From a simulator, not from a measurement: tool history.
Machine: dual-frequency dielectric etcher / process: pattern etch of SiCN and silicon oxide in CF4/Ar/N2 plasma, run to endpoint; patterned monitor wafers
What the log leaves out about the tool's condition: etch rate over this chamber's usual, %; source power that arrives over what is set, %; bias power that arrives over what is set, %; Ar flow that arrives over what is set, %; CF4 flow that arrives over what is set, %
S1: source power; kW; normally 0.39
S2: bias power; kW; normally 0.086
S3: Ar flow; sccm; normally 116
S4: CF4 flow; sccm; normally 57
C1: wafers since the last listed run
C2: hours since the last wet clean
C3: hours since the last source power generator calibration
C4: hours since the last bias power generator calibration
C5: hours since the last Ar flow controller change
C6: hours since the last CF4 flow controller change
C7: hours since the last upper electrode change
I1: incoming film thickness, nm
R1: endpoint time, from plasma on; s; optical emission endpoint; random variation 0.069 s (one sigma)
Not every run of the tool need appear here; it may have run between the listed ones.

run    hour    S1     S2   S3  S4    C1     C2      C3      C4      C5      C6      C7     I1    R1
  1       0  0.39  0.077  116  57     0  384.3   848.4  1243.2  1328.1  2483.4  4254.5  10.39  13.1
  2    61.8  0.39  0.077  116  57   986  446.1   910.2    1305  1389.9  2545.2  4316.3  10.44  13.1
      116.2  -- wet clean of the chamber
  3   121.4  0.39  0.079  116  57   568    5.2   969.8  1364.6  1449.5  2604.8  4375.9  10.38  12.4
  4   186.7  0.39  0.079  116  57  1042   70.5  1035.1  1429.9  1514.8  2670.1  4441.2  10.39  12.6
  5   236.7  0.39  0.086  116  57   798  120.5  1085.1  1479.9  1564.8  2720.1  4491.2  10.39    12
  6   278.1  0.39  0.086  116  57   660  161.9  1126.5  1521.3  1606.2  2761.5  4532.6   10.4    12
  7   317.1  0.39  0.086  116  57   622  200.9  1165.5  1560.3  1645.2  2800.5  4571.6   10.5  12.2
      369.2  -- Ar flow controller replaced
  8   382.2  0.33  0.086  116  57   943    266  1230.6  1625.4      13  2865.6  4636.7  10.44    14
  9   415.8  0.39  0.086  116  57   536  299.6  1264.2    1659    46.6  2899.2  4670.3  10.36    12
 10   448.2  0.39  0.086  116  57   517    332  1296.6  1691.4      79  2931.6  4702.7  10.36    12
      463.4  -- source power generator calibrated
 11   490.9  0.39  0.086  116  57   617  374.7    27.5  1734.1   121.7  2974.3  4745.4  10.34  12.3
      540.5  -- upper electrode replaced
 12     541  0.39  0.092  116  52   416  424.8    77.6  1784.2   171.8  3024.4     0.5  10.39  12.2
      574.2  -- CF4 flow controller replaced
 13   574.7  0.39  0.086  116  57   442  458.5   111.3  1817.9   205.5     0.5    34.2  10.37  12.5
      625.4  -- wet clean of the chamber
      628.6  -- bias power generator calibrated
 14   635.6  0.39  0.086  116  57   538   10.2   172.2       7   266.4    61.4    95.1  10.39  12.1
 15   696.9  0.39  0.086  116  57   978   71.5   233.5    68.3   327.7   122.7   156.4  10.37  12.1
 16   789.5  0.33  0.098  128  57  1478  164.1   326.1   160.9   420.3   215.3     249   10.4  13.2
 17   834.2  0.39  0.105  136  61   713  208.8   370.8   205.6     465     260   293.7  10.38  11.1
 18   877.1  0.39  0.086  116  67   684  251.7   413.7   248.5   507.9   302.9   336.6  10.52  12.1
 19   914.2  0.39  0.086  116  57   592  288.8   450.8   285.6     545     340   373.7  10.41  12.3
 20   955.4  0.39  0.068  141  65   657    330     492   326.8   586.2   381.2   414.9  10.42  14.1
 21  1008.2  0.39  0.086  116  63   842  382.8   544.8   379.6     639     434   467.7  10.52  12.4
 22  1065.2  0.39  0.072  116  44   909  439.8   601.8   436.6     696     491   524.7  10.41    14

Each run again, without the hidden state but with its own random variation kept:
run    R1
  1  12.9
  2    13
  3  12.7
  4  12.9
  5  12.2
  6  12.2
  7  12.3
  8  14.1
  9  12.1
 10    12
 11    12
 12  11.8
 13  12.2
 14  12.2
 15  12.1
 16  13.2
 17    11
 18    12
 19  12.2
 20    14
 21  12.3
 22  13.8

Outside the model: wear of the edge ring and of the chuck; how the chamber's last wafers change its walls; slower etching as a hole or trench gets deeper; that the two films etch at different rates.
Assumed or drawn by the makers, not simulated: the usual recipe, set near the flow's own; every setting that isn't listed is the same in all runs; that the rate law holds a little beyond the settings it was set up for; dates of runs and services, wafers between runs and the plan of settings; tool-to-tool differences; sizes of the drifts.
